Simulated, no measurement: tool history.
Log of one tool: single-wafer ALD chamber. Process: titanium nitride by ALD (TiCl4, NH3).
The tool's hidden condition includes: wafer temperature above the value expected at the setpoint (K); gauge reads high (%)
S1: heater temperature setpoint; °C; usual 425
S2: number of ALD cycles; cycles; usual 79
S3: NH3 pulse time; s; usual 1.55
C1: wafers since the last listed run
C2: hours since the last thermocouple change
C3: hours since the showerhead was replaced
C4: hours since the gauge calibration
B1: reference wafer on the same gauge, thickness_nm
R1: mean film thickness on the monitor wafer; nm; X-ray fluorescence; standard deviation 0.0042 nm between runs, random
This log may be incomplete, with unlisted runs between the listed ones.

run     day   S1  S2    S3   C1      C2      C3     C4     B1     R1
  1       0  425  79  1.55    0    1707  2375.5  199.6  1.578  1.685
  2   1.842  425  79  1.55  123  1751.2  2419.7  243.8   1.58  1.685
  3    2.55  425  79  1.55   47  1768.2  2436.7  260.8  1.581  1.691
  4   3.046  433  79  1.55   33  1780.1  2448.6  272.7  1.582  1.686
  5   3.667  433  79  1.55   41    1795  2463.5  287.6  1.583  1.699
  6   4.142  425  79  1.55   31  1806.4  2474.9    299  1.583  1.688
  7   4.392  425  79  1.55   16  1812.4  2480.9    305  1.584  1.698
  8   4.933  425  79  1.55   36  1825.4  2493.9    318  1.584   1.69
  9   5.554  431  73  1.55   41  1840.3  2508.8  332.9  1.585  1.566
 10   5.833  425  79  1.55   18    1847  2515.5  339.6  1.587  1.691
 11   6.092  425  79  1.55   17  1853.2  2521.7  345.8  1.588  1.696
 12   7.596  425  79  1.91  101  1889.3  2557.8  381.9  1.591  1.707
 13   7.904  425  79  1.91   20  1896.7  2565.2  389.3  1.593  1.707
 14   8.588  425  79  1.91   45  1913.1  2581.6  405.7  1.595  1.709
 15    8.95  420  79  1.81   24  1921.8  2590.3  414.4  1.596  1.705
      9.392  -- gauge calibrated
 16   9.517  429  87  1.55   38  1935.4  2603.9      3  1.573  1.845
 17  10.104  425  73  1.08   39  1949.5    2618   17.1  1.573  1.539
 18  10.558  421  71  1.55   30  1960.4  2628.9     28  1.572  1.506
     12.029  -- thermocouple changed; heater temperature recalibrated
      12.25  -- showerhead replaced
 19   12.55  425  79  1.55   96    12.5     7.2   75.8  1.573   1.68
 20  13.475  425  79  1.74   62    34.7    29.4     98  1.575   1.69
 21  14.196  425  69  1.55   48      52    46.7  115.3  1.574  1.471
 22  14.733  434  79  1.55   36    64.9    59.6  128.2  1.573  1.689
 23  15.112  433  79  1.55   25      74    68.7  137.3  1.576  1.689
 24  15.812  425  79  1.55   47    90.8    85.5  154.1  1.575  1.687
 25   16.35  438  90  1.95   36   103.7    98.4    167  1.577  1.932
 26  16.871  425  79  2.16   34   116.2   110.9  179.5  1.577  1.699
 27  17.204  435  79  2.04   22   124.2   118.9  187.5  1.579  1.696
 28  17.467  425  79  1.55   17   130.5   125.2  193.8  1.578  1.686
 29  17.979  429  87  1.31   34   142.8   137.5  206.1  1.579  1.841

Consider 4 possible next runs. They are alternatives, not a sequence: every one starts from the tool as it was left by run 29. What does each give?
  A  18.004  425  79  1.55   1  143.4  138.1  206.7   ?   ?
  B  18.004  417  68  0.95   1  143.4  138.1  206.7   ?   ?
  C  18.004  425  88  1.55   1  143.4  138.1  206.7   ?   ?
  D  18.004  432  79  0.95   1  143.4  138.1  206.7   ?   ?

run    B1     R1
  A  1.58  1.685
  B  1.58  1.429
  C  1.58  1.877
  D  1.58   1.67
Take away the tool's hidden state, keep each run's random variation, and the runs would have read:
run     R1
  A  1.676
  B  1.421
  C  1.867
  D  1.661
